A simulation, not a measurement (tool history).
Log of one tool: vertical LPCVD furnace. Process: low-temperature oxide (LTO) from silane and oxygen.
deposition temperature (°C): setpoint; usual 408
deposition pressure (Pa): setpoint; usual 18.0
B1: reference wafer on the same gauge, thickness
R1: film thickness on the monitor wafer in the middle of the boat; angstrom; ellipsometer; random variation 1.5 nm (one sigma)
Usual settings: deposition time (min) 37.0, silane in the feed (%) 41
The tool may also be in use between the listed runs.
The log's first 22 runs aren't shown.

run 23 hour=561.0 | deposition_temperature_(°C)=408 deposition_pressure_(Pa)=18.0 deposition_time_(min)=37.0 silane_in_the_feed_(%)=41 | B1=290.25 | R1=2608.5
run 24 hour=575.2 | deposition_temperature_(°C)=414 deposition_pressure_(Pa)=20.7 deposition_time_(min)=50.0 silane_in_the_feed_(%)=46 | B1=290.48 | R1=4888.3
run 25 hour=594.3 | deposition_temperature_(°C)=408 deposition_pressure_(Pa)=18.0 deposition_time_(min)=37.0 silane_in_the_feed_(%)=41 | B1=290.86 | R1=2629.3
run 26 hour=613.2 | deposition_temperature_(°C)=404 deposition_pressure_(Pa)=14.7 deposition_time_(min)=22.5 silane_in_the_feed_(%)=43 | B1=291.00 | R1=1317.4
run 27 hour=642.8 | deposition_temperature_(°C)=408 deposition_pressure_(Pa)=18.0 deposition_time_(min)=37.0 silane_in_the_feed_(%)=41 | B1=291.55 | R1=2629.5
run 28 hour=660.9 | deposition_temperature_(°C)=414 deposition_pressure_(Pa)=18.0 deposition_time_(min)=27.5 silane_in_the_feed_(%)=45 | B1=291.42 | R1=2294.5
run 29 hour=685.0 | deposition_temperature_(°C)=420 deposition_pressure_(Pa)=19.3 deposition_time_(min)=37.0 silane_in_the_feed_(%)=46 | B1=291.33 | R1=3584.8
run 30 hour=711.7 | deposition_temperature_(°C)=408 deposition_pressure_(Pa)=18.0 deposition_time_(min)=37.0 silane_in_the_feed_(%)=41 | B1=292.01 | R1=2628.3

Forecast each of these 5 alternatives for the next run:
run A hour=716.7 | deposition_temperature_(°C)=408 deposition_pressure_(Pa)=16.7 deposition_time_(min)=37.0 silane_in_the_feed_(%)=41 | B1=? | R1=?
run B hour=716.7 | deposition_temperature_(°C)=408 deposition_pressure_(Pa)=18.0 deposition_time_(min)=23.0 silane_in_the_feed_(%)=41 | B1=? | R1=?
run C hour=716.7 | deposition_temperature_(°C)=415 deposition_pressure_(Pa)=14.7 deposition_time_(min)=32.5 silane_in_the_feed_(%)=45 | B1=? | R1=?
run D hour=716.7 | deposition_temperature_(°C)=408 deposition_pressure_(Pa)=18.0 deposition_time_(min)=37.0 silane_in_the_feed_(%)=35 | B1=? | R1=?
run E hour=716.7 | deposition_temperature_(°C)=408 deposition_pressure_(Pa)=18.0 deposition_time_(min)=27.0 silane_in_the_feed_(%)=46 | B1=? | R1=?

run=A B1=292.00 R1=2443.3
run=B B1=292.00 R1=1640.3
run=C B1=292.00 R1=2238.5
run=D B1=292.00 R1=2173.4
run=E B1=292.00 R1=2172.1
Without the tool's hidden state the same runs would have given:
run=A R1=2392.4
run=B R1=1606.1
run=C R1=2191.9
run=D R1=2128.2
run=E R1=2126.9
